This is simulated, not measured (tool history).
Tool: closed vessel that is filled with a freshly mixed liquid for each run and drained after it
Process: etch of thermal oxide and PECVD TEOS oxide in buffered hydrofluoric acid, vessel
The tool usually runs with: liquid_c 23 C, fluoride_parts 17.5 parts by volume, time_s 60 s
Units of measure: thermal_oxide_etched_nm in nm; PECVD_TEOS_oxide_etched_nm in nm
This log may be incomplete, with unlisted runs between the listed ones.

run,hour,liquid_c,fluoride_parts,time_s,wafers since the last listed run,hours since the thermometer was replaced,hours since the hydrofluoric acid flow meter was replaced,hours since the gauge calibration,"read-back film thickness of the thermal oxide reference wafer, read on the same gauge (nm)","read-back film thickness of the PECVD TEOS oxide reference wafer, read on the same gauge (nm)",thermal_oxide_etched_nm,PECVD_TEOS_oxide_etched_nm
1,0,20.5,14,60,0,1624.3,170,90.9,119.99,40.01,39.09,58.56
2,73.3,24.5,17.5,70,7372,1697.6,243.3,164.2,120.01,39.95,46.1,67.91
3,128.7,24.5,17.5,70,5571,1753,298.7,219.6,119.97,40.02,45.92,68.05
4,232.9,23,17.5,35,10479,1857.2,402.9,323.8,120.02,39.99,20.92,30.79
5,333.8,18.5,13,50,10148,1958.1,503.8,424.7,119.97,40.03,30.43,45.34
6,400,23,15,95,6658,2024.3,570,490.9,120,40,63.84,95.55
7,485.8,25.5,11,30,8629,2110.1,655.8,576.7,120.03,40.05,31.15,46.69
8,571,23,17.5,60,8569,2195.3,741,661.9,120.03,40,34.43,50.79
9,675.7,23,17.5,60,10530,2300,845.7,766.6,120,40.02,33.7,50.27
10,741.1,23,17.5,60,6577,2365.4,911.1,832,120.03,40,33.92,50.02
11,794.8,20.5,12,70,5400,2419.1,964.8,885.7,119.99,40,48.82,73.02
12,858.8,23,15,95,6436,2483.1,1028.8,949.7,119.98,40.01,61.15,91.02
# hour 888.8: hydrofluoric acid flow meter replaced
# hour 939.6: thermometer replaced
13,942.3,19,12.5,35,8196,2.7,53.5,1033.2,120.01,39.97,23.71,35.5
14,993,23,24,30,5099,53.4,104.2,1083.9,119.98,40.02,14.04,21.14
15,1079.1,23,17.5,60,8659,139.5,190.3,1170,119.97,39.97,36.36,53.52
16,1167.1,20,14.5,40,8850,227.5,278.3,1258,120.02,39.95,23.73,36.31
17,1274.4,23,22.5,60,10791,334.8,385.6,1365.3,119.97,40.01,29.15,43.22
18,1332.5,23,17.5,60,5843,392.9,443.7,1423.4,120.06,40.01,35.37,52.57
19,1415.1,23,17.5,60,8307,475.5,526.3,1506,119.99,39.94,34.56,51.93
20,1511,27,11.5,30,9645,571.4,622.2,1601.9,120.02,40.04,32.19,47.98
21,1594.4,19.5,20,90,8387,654.8,705.6,1685.3,119.99,39.99,38.04,56.17
22,1696.4,23,17.5,60,10258,756.8,807.6,1787.3,120,40.03,33.43,50.48
23,1771.2,19,10.5,90,7523,831.6,882.4,1862.1,120.02,40,65.05,98.62
24,1864.3,23,12,85,9363,924.7,975.5,1955.2,120.02,40.07,69.39,101.46
25,1963.7,26,17.5,95,9997,1024.1,1074.9,2054.6,120.03,40.05,61.03,91.09
26,2026.7,23,19.5,90,6336,1087.1,1137.9,2117.6,119.98,40.03,45.54,67.26

Consider 4 possible next runs. They are alternatives, not a sequence: every one starts from the tool as it was left by run 26. What does each give?
A,2027.4,23,23,60,70,1087.8,1138.6,2118.3,?,?,?,?
B,2027.4,21,17.5,90,70,1087.8,1138.6,2118.3,?,?,?,?
C,2027.4,21,17.5,50,70,1087.8,1138.6,2118.3,?,?,?,?
D,2027.4,27,17.5,45,70,1087.8,1138.6,2118.3,?,?,?,?

run,"read-back film thickness of the thermal oxide reference wafer, read on the same gauge (nm)","read-back film thickness of the PECVD TEOS oxide reference wafer, read on the same gauge (nm)",thermal_oxide_etched_nm,PECVD_TEOS_oxide_etched_nm
A,119.98,39.96,27.19,40.22
B,119.98,39.96,44.12,65.26
C,119.98,39.96,24.51,36.25
D,119.98,39.96,30.64,45.32
What these runs would have given with no unlogged condition in the tool:
run,thermal_oxide_etched_nm,PECVD_TEOS_oxide_etched_nm
A,29.73,43.97
B,50.14,74.16
C,27.85,41.2
D,34.81,51.48

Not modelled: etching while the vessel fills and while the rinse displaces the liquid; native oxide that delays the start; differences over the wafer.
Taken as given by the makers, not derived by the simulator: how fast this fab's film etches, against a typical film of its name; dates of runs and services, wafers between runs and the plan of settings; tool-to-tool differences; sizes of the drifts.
